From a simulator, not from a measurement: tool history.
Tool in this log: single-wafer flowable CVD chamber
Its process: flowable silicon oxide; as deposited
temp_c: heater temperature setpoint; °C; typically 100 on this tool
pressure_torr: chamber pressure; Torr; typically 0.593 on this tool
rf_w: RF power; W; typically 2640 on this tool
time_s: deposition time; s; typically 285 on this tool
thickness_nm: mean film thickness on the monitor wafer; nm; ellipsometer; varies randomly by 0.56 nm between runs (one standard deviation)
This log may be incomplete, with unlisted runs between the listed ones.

run   hour  temp_c  pressure_torr  rf_w  time_s  wafers since the last listed run  hours since the last thermocouple change  hours since the last RF generator calibration  hours since the last manometer calibration  hours since the showerhead was replaced  hours since the gauge calibration  read-back reference wafer on the same gauge, thickness_nm  thickness_nm
  1      0     100          0.593  2640     285                                 0                                    2680.2                                         1164.2                                        2114                                   3935.3                              139.7                                                    134.322       129.123
  2   27.2     100          0.593  3055     285                               119                                    2707.4                                         1191.4                                      2141.2                                   3962.5                              166.9                                                     134.24       130.355
  3     63     100          0.593  2640     285                               157                                    2743.2                                         1227.2                                        2177                                   3998.3                              202.7                                                    133.869        128.89
  4   83.5     100          0.593  2640     285                                90                                    2763.7                                         1247.7                                      2197.5                                   4018.8                              223.2                                                    133.933       128.926
     112.3  -- showerhead replaced
  5  112.8     100          0.593  2640     285                                93                                      2793                                           1277                                      2226.8                                      0.5                              252.5                                                    133.792       129.704
  6    131     100          0.546  2640     285                                80                                    2811.2                                         1295.2                                        2245                                     18.7                              270.7                                                    133.706       119.674
     156.2  -- thermocouple changed; heater temperature recalibrated
  7  160.5     100          0.546  2640     285                                94                                       4.3                                         1324.7                                      2274.5                                     48.2                              300.2                                                    133.512       119.374
  8  179.1     100          0.546  2640     285                                81                                      22.9                                         1343.3                                      2293.1                                     66.8                              318.8                                                    133.379       118.557
  9  211.8     100          0.593  2640     285                               144                                      55.6                                           1376                                      2325.8                                     99.5                              351.5                                                    133.172       128.518
 10  224.8     103          0.593  2640     285                                57                                      68.6                                           1389                                      2338.8                                    112.5                              364.5                                                    133.324       117.554
     256.8  -- RF generator calibrated
 11  257.3     100          0.489  2215     256                               107                                     101.1                                            0.5                                      2371.3                                      145                                397                                                    132.899        94.215
 12  269.5     100          0.593  2640     285                                53                                     113.3                                           12.7                                      2383.5                                    157.2                              409.2                                                    132.783       128.782
 13  300.9     100          0.593  2640     285                               138                                     144.7                                           44.1                                      2414.9                                    188.6                              440.6                                                     132.78       128.989
 14  325.7     111          0.497  2305     285                               109                                     169.5                                           68.9                                      2439.7                                    213.4                              465.4                                                    132.767        77.565
     328.5  -- gauge calibrated
       356  -- capacitance manometer re-zeroed and calibrated
 15  356.5     100          0.593  2640     285                               100                                     200.3                                           99.7                                         0.5                                    244.2                                 28                                                     134.93       130.818
 16  367.8     100          0.593  2375     285                                49                                     211.6                                            111                                        11.8                                    255.5                               39.3                                                    134.648       129.664
 17  383.8     108          0.662  2865     333                                70                                     227.6                                            127                                        27.8                                    271.5                               55.3                                                    134.622       135.846
 18  416.7      90          0.593  2640     285                               144                                     260.5                                          159.9                                        60.7                                    304.4                               88.2                                                    134.433       172.839
 19    436     100          0.593  2640     285                                84                                     279.8                                          179.2                                          80                                    323.7                              107.5                                                    134.679       131.064
 20  469.8     100          0.593  2640     285                               148                                     313.6                                            213                                       113.8                                    357.5                              141.3                                                    134.192       130.396
 21  489.1     100          0.593  2800     323                                84                                     332.9                                          232.3                                       133.1                                    376.8                              160.6                                                    134.325       146.828
 22  511.9     100          0.593  2640     340                               100                                     355.7                                          255.1                                       155.9                                    399.6                              183.4                                                    134.043       155.007
 23  535.5      93          0.593  2330     331                               103                                     379.3                                          278.7                                       179.5                                    423.2                                207                                                    134.035       182.786
 24    553     100          0.593  2640     285                                77                                     396.8                                          296.2                                         197                                    440.7                              224.5                                                    133.894       129.385
 25  566.4     100          0.593  3015     285                                59                                     410.2                                          309.6                                       210.4                                    454.1                              237.9                                                    133.931        129.85
 26  578.4     100          0.593  2640     332                                52                                     422.2                                          321.6                                       222.4                                    466.1                              249.9                                                    133.872       150.278
 27  600.1     100          0.483  3070     285                                95                                     443.9                                          343.3                                       244.1                                    487.8                              271.6                                                    133.482        106.73
 28  622.6     106          0.703  2345     251                                99                                     466.4                                          365.8                                       266.6                                    510.3                              294.1                                                    133.377       111.851

4 options for the next run, each taken on its own from the tool as it stands now. Forecast them:
  A  623.1     100          0.593  2640     285                                 2                                     466.9                                          366.3                                       267.1                                    510.8                              294.6                                                          ?             ?
  B  623.1     100          0.593  3150     303                                 2                                     466.9                                          366.3                                       267.1                                    510.8                              294.6                                                          ?             ?
  C  623.1     100          0.593  2640     330                                 2                                     466.9                                          366.3                                       267.1                                    510.8                              294.6                                                          ?             ?
  D  623.1      94          0.548  2640     320                                 2                                     466.9                                          366.3                                       267.1                                    510.8                              294.6                                                          ?             ?

run  read-back reference wafer on the same gauge, thickness_nm  thickness_nm
  A                                                    133.428       129.697
  B                                                    133.428       139.764
  C                                                    133.428       150.175
  D                                                    133.428        160.11
Without the tool's hidden state the same runs would have given:
run  thickness_nm
  A       131.138
  B       141.317
  C       151.844
  D        161.89

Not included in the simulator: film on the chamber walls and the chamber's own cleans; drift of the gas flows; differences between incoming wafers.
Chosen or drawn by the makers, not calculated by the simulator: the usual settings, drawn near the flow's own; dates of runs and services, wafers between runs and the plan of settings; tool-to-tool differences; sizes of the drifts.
